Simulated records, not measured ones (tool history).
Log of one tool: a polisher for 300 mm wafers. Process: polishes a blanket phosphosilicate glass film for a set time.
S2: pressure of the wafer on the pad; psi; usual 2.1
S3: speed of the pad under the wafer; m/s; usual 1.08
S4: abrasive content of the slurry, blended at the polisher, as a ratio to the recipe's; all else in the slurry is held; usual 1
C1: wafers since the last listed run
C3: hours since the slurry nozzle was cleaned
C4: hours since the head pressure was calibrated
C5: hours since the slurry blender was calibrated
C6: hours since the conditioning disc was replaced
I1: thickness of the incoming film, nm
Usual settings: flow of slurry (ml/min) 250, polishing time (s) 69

{"run": 1, "day": 0.0, "flow of slurry (ml/min)": 250, "S2": 2.1, "S3": 1.08, "S4": 1, "polishing time (s)": 69, "C1": 0, "wafers polished on this pad": 929, "C3": 224.9, "C4": 177.6, "C5": 281, "C6": 306.5, "I1": 4156.4, "film removed (Å)": 3491}
{"run": 2, "day": 1.646, "flow of slurry (ml/min)": 250, "S2": 2.1, "S3": 1.08, "S4": 1, "polishing time (s)": 69, "C1": 386, "wafers polished on this pad": 1315, "C3": 264.4, "C4": 217.1, "C5": 320.5, "C6": 346, "I1": 4151, "film removed (Å)": 3421}
{"day": 6.25, "done": "slurry blender recalibrated"}
{"run": 3, "day": 6.346, "flow of slurry (ml/min)": 250, "S2": 2.1, "S3": 1.08, "S4": 1, "polishing time (s)": 69, "C1": 1083, "wafers polished on this pad": 2398, "C3": 377.2, "C4": 329.9, "C5": 2.3, "C6": 458.8, "I1": 4186, "film removed (Å)": 3496}
{"day": 6.512, "done": "conditioning disc replaced and pad reconditioned"}
{"run": 4, "day": 8.146, "flow of slurry (ml/min)": 250, "S2": 2.1, "S3": 1.08, "S4": 1, "polishing time (s)": 69, "C1": 402, "wafers polished on this pad": 2801, "C3": 420.4, "C4": 373.1, "C5": 45.5, "C6": 39.2, "I1": 4216.1, "film removed (Å)": 3809}
{"run": 5, "day": 10.162, "flow of slurry (ml/min)": 250, "S2": 2.1, "S3": 1.08, "S4": 1, "polishing time (s)": 69, "C1": 473, "wafers polished on this pad": 3274, "C3": 468.8, "C4": 421.5, "C5": 93.9, "C6": 87.6, "I1": 4095.3, "film removed (Å)": 3736}
{"day": 10.371, "done": "worn pad replaced by a new one"}
{"run": 6, "day": 11.929, "flow of slurry (ml/min)": 250, "S2": 2.1, "S3": 1.08, "S4": 1, "polishing time (s)": 69, "C1": 375, "wafers polished on this pad": 365, "C3": 511.2, "C4": 463.9, "C5": 136.3, "C6": 130, "I1": 4163.9, "film removed (Å)": 3759}
{"run": 7, "day": 13.058, "flow of slurry (ml/min)": 250, "S2": 2.1, "S3": 1.08, "S4": 1, "polishing time (s)": 69, "C1": 264, "wafers polished on this pad": 630, "C3": 538.3, "C4": 491, "C5": 163.4, "C6": 157.1, "I1": 4147.8, "film removed (Å)": 3731}
{"run": 8, "day": 15.121, "flow of slurry (ml/min)": 250, "S2": 2.1, "S3": 1.08, "S4": 0.8, "polishing time (s)": 69, "C1": 483, "wafers polished on this pad": 1113, "C3": 587.8, "C4": 540.5, "C5": 212.9, "C6": 206.6, "I1": 4192.8, "film removed (Å)": 2941}
{"run": 9, "day": 17.838, "flow of slurry (ml/min)": 250, "S2": 2.1, "S3": 1.08, "S4": 1, "polishing time (s)": 69, "C1": 637, "wafers polished on this pad": 1751, "C3": 653, "C4": 605.7, "C5": 278.1, "C6": 271.8, "I1": 4165.1, "film removed (Å)": 3559}
{"day": 18.3, "done": "slurry nozzle cleaned"}
{"day": 22.758, "done": "slurry blender recalibrated"}
{"day": 24.746, "done": "worn pad replaced by a new one"}
{"day": 25.417, "done": "conditioning disc replaced and pad reconditioned"}
{"run": 10, "day": 25.438, "flow of slurry (ml/min)": 190, "S2": 2.1, "S3": 1.08, "S4": 1.15, "polishing time (s)": 92, "C1": 1695, "wafers polished on this pad": 142, "C3": 171.3, "C4": 788.1, "C5": 64.3, "C6": 0.5, "I1": 4076.4, "film removed (Å)": 5345}
{"run": 11, "day": 26.754, "flow of slurry (ml/min)": 250, "S2": 2.3, "S3": 1.08, "S4": 1.2, "polishing time (s)": 69, "C1": 308, "wafers polished on this pad": 451, "C3": 202.9, "C4": 819.7, "C5": 95.9, "C6": 32.1, "I1": 4159.1, "film removed (Å)": 4643}
{"run": 12, "day": 28.746, "flow of slurry (ml/min)": 250, "S2": 2.1, "S3": 1.08, "S4": 1.15, "polishing time (s)": 69, "C1": 467, "wafers polished on this pad": 919, "C3": 250.7, "C4": 867.5, "C5": 143.7, "C6": 79.9, "I1": 4131.1, "film removed (Å)": 4092}
{"day": 30.196, "done": "head pressure recalibrated"}
{"run": 13, "day": 30.425, "flow of slurry (ml/min)": 250, "S2": 2.1, "S3": 1.08, "S4": 1, "polishing time (s)": 69, "C1": 374, "wafers polished on this pad": 1293, "C3": 291, "C4": 5.5, "C5": 184, "C6": 120.2, "I1": 4106.4, "film removed (Å)": 3675}
{"run": 14, "day": 32.642, "flow of slurry (ml/min)": 250, "S2": 2.1, "S3": 1.08, "S4": 1, "polishing time (s)": 90, "C1": 520, "wafers polished on this pad": 1813, "C3": 344.2, "C4": 58.7, "C5": 237.2, "C6": 173.4, "I1": 4060.2, "film removed (Å)": 4656}
{"run": 15, "day": 35.0, "flow of slurry (ml/min)": 335, "S2": 2.1, "S3": 1.08, "S4": 1, "polishing time (s)": 69, "C1": 553, "wafers polished on this pad": 2366, "C3": 400.8, "C4": 115.3, "C5": 293.8, "C6": 230, "I1": 4214.2, "film removed (Å)": 3567}
{"run": 16, "day": 36.271, "flow of slurry (ml/min)": 250, "S2": 2.1, "S3": 1.08, "S4": 1, "polishing time (s)": 69, "C1": 298, "wafers polished on this pad": 2664, "C3": 431.3, "C4": 145.8, "C5": 324.3, "C6": 260.5, "I1": 4151.1, "film removed (Å)": 3463}
{"day": 38.204, "done": "slurry blender recalibrated"}
{"run": 17, "day": 38.438, "flow of slurry (ml/min)": 250, "S2": 2.1, "S3": 1.08, "S4": 1, "polishing time (s)": 69, "C1": 488, "wafers polished on this pad": 3153, "C3": 483.3, "C4": 197.8, "C5": 5.6, "C6": 312.5, "I1": 4166.8, "film removed (Å)": 3624}
{"day": 39.612, "done": "worn pad replaced by a new one"}
{"run": 18, "day": 39.633, "flow of slurry (ml/min)": 280, "S2": 2.1, "S3": 1.08, "S4": 1, "polishing time (s)": 69, "C1": 241, "wafers polished on this pad": 4, "C3": 512, "C4": 226.5, "C5": 34.3, "C6": 341.2, "I1": 4165.9, "film removed (Å)": 3645}
{"day": 41.842, "done": "slurry nozzle cleaned"}
{"run": 19, "day": 42.288, "flow of slurry (ml/min)": 215, "S2": 1.8, "S3": 1.08, "S4": 1.1, "polishing time (s)": 69, "C1": 612, "wafers polished on this pad": 617, "C3": 10.7, "C4": 290.2, "C5": 98, "C6": 404.9, "I1": 4137.9, "film removed (Å)": 3252}
{"run": 20, "day": 43.629, "flow of slurry (ml/min)": 250, "S2": 2.1, "S3": 1.08, "S4": 1, "polishing time (s)": 69, "C1": 314, "wafers polished on this pad": 932, "C3": 42.9, "C4": 322.4, "C5": 130.2, "C6": 437.1, "I1": 4151.3, "film removed (Å)": 3543}
{"day": 44.562, "done": "conditioning disc replaced and pad reconditioned"}
{"run": 21, "day": 46.517, "flow of slurry (ml/min)": 250, "S2": 2.1, "S3": 1.08, "S4": 1, "polishing time (s)": 78, "C1": 657, "wafers polished on this pad": 1590, "C3": 112.2, "C4": 391.7, "C5": 199.5, "C6": 46.9, "I1": 4212, "film removed (Å)": 4246}
{"run": 22, "day": 47.812, "flow of slurry (ml/min)": 250, "S2": 2.1, "S3": 1.08, "S4": 1, "polishing time (s)": 69, "C1": 304, "wafers polished on this pad": 1894, "C3": 143.3, "C4": 422.8, "C5": 230.6, "C6": 78, "I1": 4098.4, "film removed (Å)": 3671}
{"run": 23, "day": 49.546, "flow of slurry (ml/min)": 250, "S2": 1.9, "S3": 0.84, "S4": 0.7, "polishing time (s)": 93, "C1": 406, "wafers polished on this pad": 2300, "C3": 184.9, "C4": 464.4, "C5": 272.2, "C6": 119.6, "I1": 4215.6, "film removed (Å)": 2435}
{"run": 24, "day": 50.983, "flow of slurry (ml/min)": 250, "S2": 2.1, "S3": 1.08, "S4": 0.75, "polishing time (s)": 69, "C1": 337, "wafers polished on this pad": 2638, "C3": 219.4, "C4": 498.9, "C5": 306.7, "C6": 154.1, "I1": 4156, "film removed (Å)": 2606}
{"day": 52.867, "done": "slurry blender recalibrated"}
{"run": 25, "day": 53.575, "flow of slurry (ml/min)": 250, "S2": 2.1, "S3": 1.08, "S4": 1, "polishing time (s)": 69, "C1": 588, "wafers polished on this pad": 3226, "C3": 281.6, "C4": 561.1, "C5": 17, "C6": 216.3, "I1": 4111.6, "film removed (Å)": 3699}

How the hidden state differs across the entries between the runs, from the last listed run before each to the first after it:
Between runs 2 and 3: slurry blender recalibrated (day 6.25)
  abrasive missing from the slurry, %: 8.13 -> 0.642; time polished since the conditioner stopped cutting, s: 99.1 -> 163
  measured less the result without the state, film removed (Å): -413 -> -272
Between runs 3 and 4: conditioning disc replaced and pad reconditioned (day 6.512)
  abrasive missing from the slurry, %: 0.642 -> 0.769; time polished since the conditioner stopped cutting, s: 163 -> 1.37
  measured less the result without the state, film removed (Å): -272 -> -25
Between runs 5 and 6: worn pad replaced by a new one (day 10.371)
  abrasive missing from the slurry, %: 1.18 -> 1.78; time polished since the conditioner stopped cutting, s: 5.71 -> 12.2
  measured less the result without the state, film removed (Å): -45 -> -74
Between runs 9 and 10: slurry nozzle cleaned (day 18.3); slurry blender recalibrated (day 22.758); worn pad replaced by a new one (day 24.746); conditioning disc replaced and pad reconditioned (day 25.417)
  abrasive missing from the slurry, %: 5.37 -> 1.09; time polished since the conditioner stopped cutting, s: 52.6 -> 24.7
  measured less the result without the state, film removed (Å): -251 -> -101
Between runs 12 and 13: head pressure recalibrated (day 30.196)
  abrasive missing from the slurry, %: 2.1 -> 2.9; time polished since the conditioner stopped cutting, s: 29.3 -> 35
  measured less the result without the state, film removed (Å): -115 -> -147
Between runs 16 and 17: slurry blender recalibrated (day 38.204)
  abrasive missing from the slurry, %: 7.26 -> 0.148; time polished since the conditioner stopped cutting, s: 72.8 -> 93.9
  measured less the result without the state, film removed (Å): -342 -> -157
Between runs 17 and 18: worn pad replaced by a new one (day 39.612)
  abrasive missing from the slurry, %: 0.148 -> 0.218; time polished since the conditioner stopped cutting, s: 93.9 -> 107
  measured less the result without the state, film removed (Å): -157 -> -181
Between runs 18 and 19: slurry nozzle cleaned (day 41.842)
  abrasive missing from the slurry, %: 0.218 -> 0.733; time polished since the conditioner stopped cutting, s: 107 -> 141
  measured less the result without the state, film removed (Å): -181 -> -196
Between runs 20 and 21: conditioning disc replaced and pad reconditioned (day 44.562)
  abrasive missing from the slurry, %: 1.18 -> 2.58; time polished since the conditioner stopped cutting, s: 160 -> 15.2
  measured less the result without the state, film removed (Å): -286 -> -119
Between runs 24 and 25: slurry blender recalibrated (day 52.867)
  abrasive missing from the slurry, %: 5.89 -> 1.51; time polished since the conditioner stopped cutting, s: 30.5 -> 46.8
  measured less the result without the state, film removed (Å): -210 -> -123
